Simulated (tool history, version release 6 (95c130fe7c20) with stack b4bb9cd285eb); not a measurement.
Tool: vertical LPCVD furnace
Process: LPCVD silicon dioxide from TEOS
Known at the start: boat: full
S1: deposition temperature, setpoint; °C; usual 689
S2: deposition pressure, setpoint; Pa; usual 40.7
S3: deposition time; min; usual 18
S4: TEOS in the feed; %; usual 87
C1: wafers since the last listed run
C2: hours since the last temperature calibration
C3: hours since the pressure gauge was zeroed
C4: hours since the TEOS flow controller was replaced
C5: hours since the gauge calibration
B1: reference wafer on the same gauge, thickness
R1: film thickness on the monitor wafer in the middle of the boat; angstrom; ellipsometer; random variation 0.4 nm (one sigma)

{"run": 1, "hour": 0.0, "S1": 689, "S2": 40.7, "S3": 18, "S4": 87, "C1": 0, "C2": 3918.5, "C3": 3929, "C4": 3390.6, "C5": 1104.4, "B1": 99.07, "R1": 1101.5}
{"run": 2, "hour": 30.9, "S1": 689, "S2": 40.7, "S3": 18, "S4": 87, "C1": 381, "C2": 3949.4, "C3": 3959.9, "C4": 3421.5, "C5": 1135.3, "B1": 99.08, "R1": 1106.4}
{"run": 3, "hour": 43.5, "S1": 689, "S2": 44.7, "S3": 18, "S4": 87, "C1": 155, "C2": 3962, "C3": 3972.5, "C4": 3434.1, "C5": 1147.9, "B1": 99.04, "R1": 1151.2}
{"hour": 80.2, "done": "thermocouples replaced and temperature profile calibrated"}
{"hour": 81.3, "done": "pressure gauge zeroed"}
{"run": 4, "hour": 81.8, "S1": 689, "S2": 44.7, "S3": 18, "S4": 87, "C1": 162, "C2": 1.6, "C3": 0.5, "C4": 3472.4, "C5": 1186.2, "B1": 99.02, "R1": 1153.5}
{"run": 5, "hour": 92.2, "S1": 689, "S2": 40.7, "S3": 18, "S4": 87, "C1": 128, "C2": 12, "C3": 10.9, "C4": 3482.8, "C5": 1196.6, "B1": 99.02, "R1": 1100.3}
{"run": 6, "hour": 127.9, "S1": 689, "S2": 40.7, "S3": 18, "S4": 87, "C1": 440, "C2": 47.7, "C3": 46.6, "C4": 3518.5, "C5": 1232.3, "B1": 99.11, "R1": 1107}
{"run": 7, "hour": 148.3, "S1": 689, "S2": 40.7, "S3": 18, "S4": 87, "C1": 251, "C2": 68.1, "C3": 67, "C4": 3538.9, "C5": 1252.7, "B1": 99.07, "R1": 1104}
{"run": 8, "hour": 183.2, "S1": 689, "S2": 40.7, "S3": 18, "S4": 87, "C1": 431, "C2": 103, "C3": 101.9, "C4": 3573.8, "C5": 1287.6, "B1": 99.09, "R1": 1103.2}
{"hour": 216.0, "done": "TEOS flow controller replaced"}
{"run": 9, "hour": 216.5, "S1": 689, "S2": 40.7, "S3": 18, "S4": 87, "C1": 114, "C2": 136.3, "C3": 135.2, "C4": 0.5, "C5": 1320.9, "B1": 99.03, "R1": 1098.3}
{"run": 10, "hour": 236.8, "S1": 683, "S2": 40.7, "S3": 18, "S4": 87, "C1": 250, "C2": 156.6, "C3": 155.5, "C4": 20.8, "C5": 1341.2, "B1": 99, "R1": 955.9}
{"run": 11, "hour": 269.5, "S1": 684, "S2": 45.3, "S3": 14, "S4": 92, "C1": 403, "C2": 189.3, "C3": 188.2, "C4": 53.5, "C5": 1373.9, "B1": 98.89, "R1": 825.7}
{"run": 12, "hour": 301.5, "S1": 689, "S2": 40.7, "S3": 18, "S4": 87, "C1": 395, "C2": 221.3, "C3": 220.2, "C4": 85.5, "C5": 1405.9, "B1": 98.92, "R1": 1105.3}
{"run": 13, "hour": 320.6, "S1": 689, "S2": 44.7, "S3": 18, "S4": 87, "C1": 235, "C2": 240.4, "C3": 239.3, "C4": 104.6, "C5": 1425, "B1": 98.93, "R1": 1150.2}
{"run": 14, "hour": 340.5, "S1": 689, "S2": 40.7, "S3": 18, "S4": 87, "C1": 245, "C2": 260.3, "C3": 259.2, "C4": 124.5, "C5": 1444.9, "B1": 98.95, "R1": 1103.4}
{"hour": 347.5, "done": "gauge calibrated"}
{"run": 15, "hour": 366.6, "S1": 689, "S2": 44, "S3": 18, "S4": 92, "C1": 322, "C2": 286.4, "C3": 285.3, "C4": 150.6, "C5": 19.1, "B1": 103.26, "R1": 1229.3}
{"run": 16, "hour": 392.8, "S1": 689, "S2": 45.3, "S3": 21, "S4": 75, "C1": 323, "C2": 312.6, "C3": 311.5, "C4": 176.8, "C5": 45.3, "B1": 102.92, "R1": 1307.6}
{"run": 17, "hour": 416.9, "S1": 699, "S2": 44, "S3": 18, "S4": 97, "C1": 297, "C2": 336.7, "C3": 335.6, "C4": 200.9, "C5": 69.4, "B1": 102.78, "R1": 1588.1}
{"run": 18, "hour": 445.2, "S1": 689, "S2": 30.7, "S3": 18, "S4": 87, "C1": 349, "C2": 365, "C3": 363.9, "C4": 229.2, "C5": 97.7, "B1": 102.55, "R1": 989.6}
{"run": 19, "hour": 465.3, "S1": 689, "S2": 40.7, "S3": 18, "S4": 92, "C1": 248, "C2": 385.1, "C3": 384, "C4": 249.3, "C5": 117.8, "B1": 102.34, "R1": 1173.9}
{"run": 20, "hour": 489.3, "S1": 694, "S2": 32.7, "S3": 24, "S4": 87, "C1": 296, "C2": 409.1, "C3": 408, "C4": 273.3, "C5": 141.8, "B1": 102.21, "R1": 1530.8}
{"run": 21, "hour": 516.5, "S1": 689, "S2": 32.7, "S3": 18, "S4": 87, "C1": 335, "C2": 436.3, "C3": 435.2, "C4": 300.5, "C5": 169, "B1": 102.18, "R1": 1017.8}
{"run": 22, "hour": 550.8, "S1": 689, "S2": 40.7, "S3": 13, "S4": 72, "C1": 423, "C2": 470.6, "C3": 469.5, "C4": 334.8, "C5": 203.3, "B1": 101.93, "R1": 744.4}
{"run": 23, "hour": 563.4, "S1": 689, "S2": 33.3, "S3": 21.5, "S4": 87, "C1": 155, "C2": 483.2, "C3": 482.1, "C4": 347.4, "C5": 215.9, "B1": 101.81, "R1": 1226.7}
{"run": 24, "hour": 577.0, "S1": 689, "S2": 40.7, "S3": 18, "S4": 87, "C1": 167, "C2": 496.8, "C3": 495.7, "C4": 361, "C5": 229.5, "B1": 101.73, "R1": 1129.3}
{"run": 25, "hour": 590.1, "S1": 677, "S2": 48, "S3": 18, "S4": 87, "C1": 161, "C2": 509.9, "C3": 508.8, "C4": 374.1, "C5": 242.6, "B1": 101.7, "R1": 924.3}
{"run": 26, "hour": 609.0, "S1": 689, "S2": 40.7, "S3": 21, "S4": 79, "C1": 233, "C2": 528.8, "C3": 527.7, "C4": 393, "C5": 261.5, "B1": 101.69, "R1": 1262.6}
{"run": 27, "hour": 631.7, "S1": 689, "S2": 44.7, "S3": 18, "S4": 87, "C1": 280, "C2": 551.5, "C3": 550.4, "C4": 415.7, "C5": 284.2, "B1": 101.5, "R1": 1183.2}
{"run": 28, "hour": 648.1, "S1": 689, "S2": 40.7, "S3": 18, "S4": 97, "C1": 202, "C2": 567.9, "C3": 566.8, "C4": 432.1, "C5": 300.6, "B1": 101.45, "R1": 1192.5}
{"run": 29, "hour": 676.1, "S1": 689, "S2": 40.7, "S3": 18, "S4": 87, "C1": 345, "C2": 595.9, "C3": 594.8, "C4": 460.1, "C5": 328.6, "B1": 101.3, "R1": 1129}
{"run": 30, "hour": 707.6, "S1": 689, "S2": 44.7, "S3": 21.5, "S4": 87, "C1": 389, "C2": 627.4, "C3": 626.3, "C4": 491.6, "C5": 360.1, "B1": 101.19, "R1": 1407.6}
{"run": 31, "hour": 728.5, "S1": 689, "S2": 40.7, "S3": 22, "S4": 87, "C1": 258, "C2": 648.3, "C3": 647.2, "C4": 512.5, "C5": 381, "B1": 101.09, "R1": 1375.3}

The tool's hidden state at each run:
true tube temperature minus thermocouple reading, K: 0 in every run
true pressure minus gauge reading, mTorr: 0 in every run
deviation of the TEOS flow from its setpoint, %: 0 in every run
H1: gauge reads high (%)
run=1 H1=-3.77
run=2 H1=-3.79
run=3 H1=-3.8
run=4 H1=-3.83
run=5 H1=-3.83
run=6 H1=-3.85
run=7 H1=-3.86
run=8 H1=-3.88
run=9 H1=-3.9
run=10 H1=-3.9
run=11 H1=-3.92
run=12 H1=-3.93
run=13 H1=-3.94
run=14 H1=-3.94
run=15 H1=0.143
run=16 H1=-0.0615
run=17 H1=-0.24
run=18 H1=-0.437
run=19 H1=-0.57
run=20 H1=-0.721
run=21 H1=-0.882
run=22 H1=-1.07
run=23 H1=-1.14
run=24 H1=-1.21
run=25 H1=-1.27
run=26 H1=-1.36
run=27 H1=-1.47
run=28 H1=-1.54
run=29 H1=-1.66
run=30 H1=-1.78
run=31 H1=-1.85
